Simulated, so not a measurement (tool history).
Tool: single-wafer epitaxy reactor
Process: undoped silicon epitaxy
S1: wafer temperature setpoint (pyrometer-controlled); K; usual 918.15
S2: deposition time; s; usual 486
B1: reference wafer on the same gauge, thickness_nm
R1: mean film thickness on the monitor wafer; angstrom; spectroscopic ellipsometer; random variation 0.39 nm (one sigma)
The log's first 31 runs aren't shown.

{"run": 32, "hour": 760.9, "S1": 930.15, "S2": 453, "B1": 83.38, "R1": 965.76}
{"run": 33, "hour": 784.3, "S1": 910.15, "S2": 552, "B1": 83.386, "R1": 802.05}
{"run": 34, "hour": 800.4, "S1": 904.15, "S2": 393, "B1": 83.532, "R1": 506.75}
{"run": 35, "hour": 846.3, "S1": 905.15, "S2": 486, "B1": 83.314, "R1": 637.44}
{"run": 36, "hour": 866.3, "S1": 927.15, "S2": 571, "B1": 83.393, "R1": 1145.82}
{"run": 37, "hour": 900.9, "S1": 925.15, "S2": 427, "B1": 83.234, "R1": 829.96}
{"run": 38, "hour": 931.8, "S1": 926.15, "S2": 486, "B1": 83.339, "R1": 963.27}
{"run": 39, "hour": 960.2, "S1": 914.15, "S2": 416, "B1": 83.451, "R1": 652.88}

Forecast each of these 3 alternatives for the next run:
{"run": "A", "hour": 960.7, "S1": 918.15, "S2": 486, "B1": "?", "R1": "?"}
{"run": "B", "hour": 960.7, "S1": 918.15, "S2": 414, "B1": "?", "R1": "?"}
{"run": "C", "hour": 960.7, "S1": 926.15, "S2": 574, "B1": "?", "R1": "?"}

run=A B1=83.437 R1=819.67
run=B B1=83.437 R1=698.23
run=C B1=83.437 R1=1129.15
Without the tool's hidden state the same runs would have given:
run=A R1=820.73
run=B R1=699.14
run=C R1=1130.6
